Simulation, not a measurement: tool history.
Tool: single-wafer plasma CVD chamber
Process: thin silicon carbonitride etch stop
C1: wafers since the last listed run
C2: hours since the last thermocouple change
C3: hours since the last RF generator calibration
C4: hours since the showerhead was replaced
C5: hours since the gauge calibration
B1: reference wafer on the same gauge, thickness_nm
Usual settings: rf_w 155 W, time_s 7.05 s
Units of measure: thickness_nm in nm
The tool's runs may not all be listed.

run 1 hour=0 | rf_w=165 time_s=7.34 | C1=0 C2=649.9 C3=1883.3 C4=2065 C5=239.7 | B1=3.109 | thickness_nm=3.786
run 2 hour=42.3 | rf_w=155 time_s=7.05 | C1=1156 C2=692.2 C3=1925.6 C4=2107.3 C5=282 | B1=3.106 | thickness_nm=3.563
run 3 hour=141 | rf_w=155 time_s=7.05 | C1=2698 C2=790.9 C3=2024.3 C4=2206 C5=380.7 | B1=3.115 | thickness_nm=3.557
run 4 hour=179.9 | rf_w=155 time_s=6.71 | C1=1063 C2=829.8 C3=2063.2 C4=2244.9 C5=419.6 | B1=3.107 | thickness_nm=3.413
run 5 hour=287.1 | rf_w=155 time_s=6.71 | C1=2930 C2=937 C3=2170.4 C4=2352.1 C5=526.8 | B1=3.101 | thickness_nm=3.386
run 6 hour=383.2 | rf_w=155 time_s=7.05 | C1=2627 C2=1033.1 C3=2266.5 C4=2448.2 C5=622.9 | B1=3.111 | thickness_nm=3.59
run 7 hour=435.5 | rf_w=155 time_s=7.05 | C1=1429 C2=1085.4 C3=2318.8 C4=2500.5 C5=675.2 | B1=3.108 | thickness_nm=3.575
run 8 hour=520.9 | rf_w=155 time_s=7.05 | C1=2334 C2=1170.8 C3=2404.2 C4=2585.9 C5=760.6 | B1=3.116 | thickness_nm=3.571
-- hour=536.6 showerhead replaced
-- hour=573.6 RF generator calibrated
run 9 hour=574.1 | rf_w=155 time_s=7.05 | C1=1016 C2=1224 C3=0.5 C4=37.5 C5=813.8 | B1=3.108 | thickness_nm=3.575
run 10 hour=662.2 | rf_w=155 time_s=7.05 | C1=2408 C2=1312.1 C3=88.6 C4=125.6 C5=901.9 | B1=3.104 | thickness_nm=3.604
run 11 hour=741.1 | rf_w=155 time_s=5.83 | C1=2156 C2=1391 C3=167.5 C4=204.5 C5=980.8 | B1=3.111 | thickness_nm=2.951
-- hour=970 thermocouple changed; heater temperature recalibrated
run 12 hour=1006 | rf_w=155 time_s=7.05 | C1=7023 C2=36 C3=432.4 C4=469.4 C5=1245.7 | B1=3.118 | thickness_nm=3.57
run 13 hour=1056.7 | rf_w=155 time_s=7.05 | C1=1386 C2=86.7 C3=483.1 C4=520.1 C5=1296.4 | B1=3.109 | thickness_nm=3.587
run 14 hour=1164.5 | rf_w=155 time_s=7.05 | C1=2946 C2=194.5 C3=590.9 C4=627.9 C5=1404.2 | B1=3.106 | thickness_nm=3.555
run 15 hour=1268.4 | rf_w=170 time_s=5.93 | C1=2840 C2=298.4 C3=694.8 C4=731.8 C5=1508.1 | B1=3.108 | thickness_nm=3.136
run 16 hour=1341.1 | rf_w=165 time_s=7.05 | C1=1987 C2=371.1 C3=767.5 C4=804.5 C5=1580.8 | B1=3.11 | thickness_nm=3.626
run 17 hour=1426.8 | rf_w=155 time_s=7.05 | C1=2342 C2=456.8 C3=853.2 C4=890.2 C5=1666.5 | B1=3.106 | thickness_nm=3.582
run 18 hour=1527.5 | rf_w=155 time_s=7.05 | C1=2752 C2=557.5 C3=953.9 C4=990.9 C5=1767.2 | B1=3.114 | thickness_nm=3.612
run 19 hour=1567.8 | rf_w=155 time_s=7.05 | C1=1101 C2=597.8 C3=994.2 C4=1031.2 C5=1807.5 | B1=3.114 | thickness_nm=3.571
run 20 hour=1735.2 | rf_w=180 time_s=7.05 | C1=4576 C2=765.2 C3=1161.6 C4=1198.6 C5=1974.9 | B1=3.121 | thickness_nm=3.701
run 21 hour=1927.2 | rf_w=125 time_s=8.18 | C1=5248 C2=957.2 C3=1353.6 C4=1390.6 C5=2166.9 | B1=3.115 | thickness_nm=3.856
run 22 hour=2169.6 | rf_w=130 time_s=8.16 | C1=6626 C2=1199.6 C3=1596 C4=1633 C5=2409.3 | B1=3.11 | thickness_nm=3.957
run 23 hour=2221.2 | rf_w=175 time_s=7.62 | C1=1410 C2=1251.2 C3=1647.6 C4=1684.6 C5=2460.9 | B1=3.109 | thickness_nm=4.042
run 24 hour=2283.1 | rf_w=155 time_s=6.47 | C1=1692 C2=1313.1 C3=1709.5 C4=1746.5 C5=2522.8 | B1=3.103 | thickness_nm=3.289
-- hour=2458.5 gauge calibrated
-- hour=2492.3 thermocouple changed; heater temperature recalibrated
run 25 hour=2510 | rf_w=155 time_s=7.87 | C1=5984 C2=17.7 C3=1936.4 C4=1973.4 C5=51.5 | B1=3.115 | thickness_nm=4.013
run 26 hour=2572.1 | rf_w=155 time_s=5.83 | C1=1697 C2=79.8 C3=1998.5 C4=2035.5 C5=113.6 | B1=3.112 | thickness_nm=2.966
run 27 hour=2675.2 | rf_w=130 time_s=7.05 | C1=2818 C2=182.9 C3=2101.6 C4=2138.6 C5=216.7 | B1=3.116 | thickness_nm=3.408
run 28 hour=2732.3 | rf_w=155 time_s=7.05 | C1=1560 C2=240 C3=2158.7 C4=2195.7 C5=273.8 | B1=3.113 | thickness_nm=3.605
-- hour=2749.6 RF generator calibrated
run 29 hour=2806 | rf_w=175 time_s=7.05 | C1=1796 C2=313.7 C3=56.4 C4=2269.4 C5=347.5 | B1=3.107 | thickness_nm=3.75
run 30 hour=2880 | rf_w=155 time_s=6.46 | C1=2022 C2=387.7 C3=130.4 C4=2343.4 C5=421.5 | B1=3.102 | thickness_nm=3.269
run 31 hour=2948 | rf_w=135 time_s=6.26 | C1=1858 C2=455.7 C3=198.4 C4=2411.4 C5=489.5 | B1=3.111 | thickness_nm=3.032
run 32 hour=3015.2 | rf_w=130 time_s=7.57 | C1=1837 C2=522.9 C3=265.6 C4=2478.6 C5=556.7 | B1=3.118 | thickness_nm=3.651
run 33 hour=3283 | rf_w=155 time_s=7.05 | C1=7321 C2=790.7 C3=533.4 C4=2746.4 C5=824.5 | B1=3.11 | thickness_nm=3.585
run 34 hour=3387.4 | rf_w=155 time_s=7.05 | C1=2854 C2=895.1 C3=637.8 C4=2850.8 C5=928.9 | B1=3.112 | thickness_nm=3.541
run 35 hour=3459.4 | rf_w=175 time_s=8.25 | C1=1968 C2=967.1 C3=709.8 C4=2922.8 C5=1000.9 | B1=3.105 | thickness_nm=4.368

What was the tool's hidden state at every run in the log?
wafer temperature above the value expected at the setpoint (K): 0 across all the runs
delivered RF power above the setpoint (%): 0 across all the runs
gauge reads high (%): 0 across all the runs
